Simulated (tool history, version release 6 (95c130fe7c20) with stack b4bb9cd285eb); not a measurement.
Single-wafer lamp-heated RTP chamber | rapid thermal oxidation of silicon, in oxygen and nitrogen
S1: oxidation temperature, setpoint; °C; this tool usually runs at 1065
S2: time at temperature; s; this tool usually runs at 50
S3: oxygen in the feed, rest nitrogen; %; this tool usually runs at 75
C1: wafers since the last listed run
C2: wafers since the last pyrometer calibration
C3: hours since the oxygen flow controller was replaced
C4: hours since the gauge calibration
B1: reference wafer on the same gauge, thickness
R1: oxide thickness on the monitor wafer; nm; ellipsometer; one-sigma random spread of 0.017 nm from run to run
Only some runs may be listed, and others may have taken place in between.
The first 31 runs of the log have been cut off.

run	hour	S1	S2	S3	C1	C2	C3	C4	B1	R1
32	867.6	1050	65	67	133	1166	411.5	436.1	6.591	7.398
33	900.5	1065	50	67	138	1304	444.4	469	6.591	7.288
34	931.7	1074	32	98	131	1435	475.6	500.2	6.588	7.31
35	962.1	1074	63	92	127	1563	506	530.6	6.59	9.635
36	984.8	1054	68	51	95	1658	528.7	553.3	6.593	7.038
37	1014.4	1056	50	96	124	1783	558.3	582.9	6.589	7.813
38	1038.5	1040	34	46	101	1884	582.4	607	6.591	4.613
39	1061.4	1065	41	94	96	1980	605.3	629.9	6.59	7.597

Below are 3 alternative next runs, each starting from the tool's condition after run 39. Predict each:
A	1061.9	1065	50	75	2	1982	605.8	630.4	?	?
B	1061.9	1083	50	75	2	1982	605.8	630.4	?	?
C	1061.9	1046	36	98	2	1982	605.8	630.4	?	?

run	B1	R1
A	6.589	7.629
B	6.589	8.585
C	6.589	6.393
With the hidden condition removed and each run's random variation left untouched, the same runs would have given:
run	R1
A	7.501
B	8.445
C	6.283
